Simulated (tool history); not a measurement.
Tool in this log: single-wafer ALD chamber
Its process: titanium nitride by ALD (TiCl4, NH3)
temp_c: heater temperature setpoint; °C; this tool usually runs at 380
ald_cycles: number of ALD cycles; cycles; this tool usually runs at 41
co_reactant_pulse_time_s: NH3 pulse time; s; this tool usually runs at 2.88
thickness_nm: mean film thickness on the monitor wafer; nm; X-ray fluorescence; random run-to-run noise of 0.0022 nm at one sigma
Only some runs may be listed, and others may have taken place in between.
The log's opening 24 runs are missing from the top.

| run | hour | temp_c | ald_cycles | co_reactant_pulse_time_s | read-back reference wafer on the same gauge, thickness_nm | thickness_nm |
|---|---|---|---|---|---|---|
| 25 | 290.5 | 389 | 36 | 3.59 | 1.011 | 0.793 |
| 26 | 303.5 | 380 | 41 | 3.86 | 1.011 | 0.898 |
| 27 | 319.1 | 380 | 37 | 2.88 | 1.009 | 0.801 |
| 28 | 333.5 | 393 | 38 | 2.34 | 1.01 | 0.822 |
|  | 336.8 | gauge calibrated |
| 29 | 372.9 | 380 | 41 | 2.88 | 0.999 | 0.879 |
| 30 | 380.4 | 380 | 41 | 2.88 | 1 | 0.878 |
| 31 | 390.3 | 390 | 41 | 2.58 | 1.001 | 0.879 |
| 32 | 401.6 | 385 | 47 | 2.1 | 1.001 | 0.989 |
| 33 | 411 | 373 | 37 | 3.22 | 1 | 0.791 |
| 34 | 428.3 | 380 | 41 | 2.11 | 1.002 | 0.86 |
| 35 | 437.9 | 366 | 41 | 2.88 | 1.003 | 0.863 |
| 36 | 451.2 | 371 | 34 | 2.03 | 1.002 | 0.696 |
| 37 | 458.6 | 380 | 47 | 2.88 | 1.003 | 1.01 |
| 38 | 472.4 | 380 | 41 | 1.92 | 1.003 | 0.855 |
| 39 | 489.5 | 367 | 41 | 2.88 | 1.003 | 0.866 |
| 40 | 511.8 | 380 | 33 | 3.75 | 1.005 | 0.72 |

4 ways to go on from here, each from the tool as it stands after run 40. What would each give?
| A | 512.3 | 380 | 41 | 2.88 | ? | ? |
| B | 512.3 | 384 | 37 | 3.74 | ? | ? |
| C | 512.3 | 380 | 35 | 2.88 | ? | ? |
| D | 512.3 | 380 | 38 | 2.88 | ? | ? |

| run | read-back reference wafer on the same gauge, thickness_nm | thickness_nm |
|---|---|---|
| A | 1.004 | 0.882 |
| B | 1.004 | 0.809 |
| C | 1.004 | 0.753 |
| D | 1.004 | 0.818 |
Without the tool's hidden state the same runs would have given:
| run | thickness_nm |
|---|---|
| A | 0.877 |
| B | 0.804 |
| C | 0.748 |
| D | 0.812 |
